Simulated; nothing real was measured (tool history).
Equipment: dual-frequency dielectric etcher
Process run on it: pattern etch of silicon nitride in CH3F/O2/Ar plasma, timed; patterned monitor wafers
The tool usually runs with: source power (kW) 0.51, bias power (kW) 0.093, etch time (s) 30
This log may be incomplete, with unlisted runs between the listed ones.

run   hour  source power (kW)  bias power (kW)  etch time (s)  wafers since the last listed run  hours since the last wet clean  hours since the last source power generator calibration  hours since the last bias power generator calibration  hours since the last upper electrode change  hours since the gauge calibration  read-back reference wafer on the same gauge, depth_nm  mean etch depth across the wafer (Å)
  1      0               0.51            0.093             25                                 0                           346.1                                                   2977.4                                                 2464.8                                       2055.6                               65.5                                                  22.61                                 224.8
  2   21.3               0.51            0.093             25                               185                           367.4                                                   2998.7                                                 2486.1                                       2076.9                               86.8                                                  22.62                                 220.7
  3   32.6               0.51            0.093             30                                98                           378.7                                                     3010                                                 2497.4                                       2088.2                               98.1                                                  22.58                                 268.5
  4   45.5               0.51            0.093             30                               112                           391.6                                                   3022.9                                                 2510.3                                       2101.1                                111                                                  22.57                                   268
  5     58               0.51            0.093             30                               108                           404.1                                                   3035.4                                                 2522.8                                       2113.6                              123.5                                                  22.61                                 268.1
  6   70.6               0.51            0.104             26                               109                           416.7                                                     3048                                                 2535.4                                       2126.2                              136.1                                                  22.59                                 249.9
  7   85.1               0.51            0.104             26                               126                           431.2                                                   3062.5                                                 2549.9                                       2140.7                              150.6                                                  22.62                                 249.3
  8   98.2               0.57            0.093             30                               113                           444.3                                                   3075.6                                                   2563                                       2153.8                              163.7                                                  22.57                                 282.8
  9  106.3               0.51            0.093             30                                70                           452.4                                                   3083.7                                                 2571.1                                       2161.9                              171.8                                                  22.61                                 268.5
 10  113.1               0.51            0.093             23                                59                           459.2                                                   3090.5                                                 2577.9                                       2168.7                              178.6                                                  22.57                                 205.3
 11    120               0.51            0.093             23                                60                           466.1                                                   3097.4                                                 2584.8                                       2175.6                              185.5                                                  22.58                                   206
 12  127.4               0.51            0.093             23                                64                           473.5                                                   3104.8                                                 2592.2                                         2183                              192.9                                                  22.62                                   208
 13  143.5               0.51            0.093             30                               140                           489.6                                                   3120.9                                                 2608.3                                       2199.1                                209                                                  22.62                                 272.9
       156  -- gauge calibrated
 14  160.8               0.39            0.093             30                               150                           506.9                                                   3138.2                                                 2625.6                                       2216.4                                4.8                                                  22.65                                 242.5
 15  178.6               0.58            0.104             26                               154                           524.7                                                     3156                                                 2643.4                                       2234.2                               22.6                                                  22.61                                 262.9
 16  185.9               0.58            0.104             26                                63                             532                                                   3163.3                                                 2650.7                                       2241.5                               29.9                                                  22.62                                 264.5
     227.8  -- wet clean of the chamber
       231  -- upper electrode replaced, of another model than before
 17  231.5               0.51            0.074             30                               159                             3.7                                                   3208.9                                                 2696.3                                          0.5                               75.5                                                   22.6                                 236.6
 18  231.8               0.39            0.093             30                                 2                               4                                                   3209.2                                                 2696.6                                          0.8                               75.8                                                  22.63                                 245.9
 19  232.2               0.61            0.073           27.5                                 3                             4.4                                                   3209.6                                                   2697                                          1.2                               76.2                                                  22.58                                 224.8
 20  242.9               0.51            0.074             30                                93                            15.1                                                   3220.3                                                 2707.7                                         11.9                               86.9                                                  22.62                                 237.2
     252.4  -- bias power generator calibrated
 21  260.4               0.51            0.093             30                               117                            32.6                                                   3237.8                                                      8                                         29.4                              104.4                                                   22.6                                 262.4
     271.2  -- source power generator calibrated
 22  271.7               0.51              0.1             34                                63                            43.9                                                      0.5                                                   19.3                                         40.7                              115.7                                                  22.61                                 307.2
 23  281.6               0.51            0.093             30                                86                            53.8                                                     10.4                                                   29.2                                         50.6                              125.6                                                  22.62                                 264.6
 24  297.9               0.61            0.093             30                               141                            70.1                                                     26.7                                                   45.5                                         66.9                              141.9                                                   22.6                                 274.1
 25  313.1               0.57            0.085             25                               132                            85.3                                                     41.9                                                   60.7                                         82.1                              157.1                                                  22.63                                 217.5
 26  328.6               0.51            0.115             30                               134                           100.8                                                     57.4                                                   76.2                                         97.6                              172.6                                                  22.59                                   287
 27  341.9               0.63            0.093           21.5                               115                           114.1                                                     70.7                                                   89.5                                        110.9                              185.9                                                   22.6                                 199.2

Consider 5 possible next runs. They are alternatives, not a sequence: every one starts from the tool as it was left by run 27. What does each give?
  A  342.3               0.51            0.072             30                                 3                           114.5                                                     71.1                                                   89.9                                        111.3                              186.3                                                      ?                                     ?
  B  342.3               0.51            0.071             30                                 3                           114.5                                                     71.1                                                   89.9                                        111.3                              186.3                                                      ?                                     ?
  C  342.3               0.51            0.076             30                                 3                           114.5                                                     71.1                                                   89.9                                        111.3                              186.3                                                      ?                                     ?
  D  342.3               0.51            0.093             27                                 3                           114.5                                                     71.1                                                   89.9                                        111.3                              186.3                                                      ?                                     ?
  E  342.3               0.61            0.101             24                                 3                           114.5                                                     71.1                                                   89.9                                        111.3                              186.3                                                      ?                                     ?

run  read-back reference wafer on the same gauge, depth_nm  mean etch depth across the wafer (Å)
  A                                                  22.57                                   236
  B                                                  22.57                                 234.7
  C                                                  22.57                                 241.5
  D                                                  22.57                                 236.8
  E                                                  22.57                                   228
Without the tool's unlogged condition, the same runs would have read:
run  mean etch depth across the wafer (Å)
  A                                 232.7
  B                                 231.3
  C                                 238.1
  D                                 233.4
  E                                 224.8
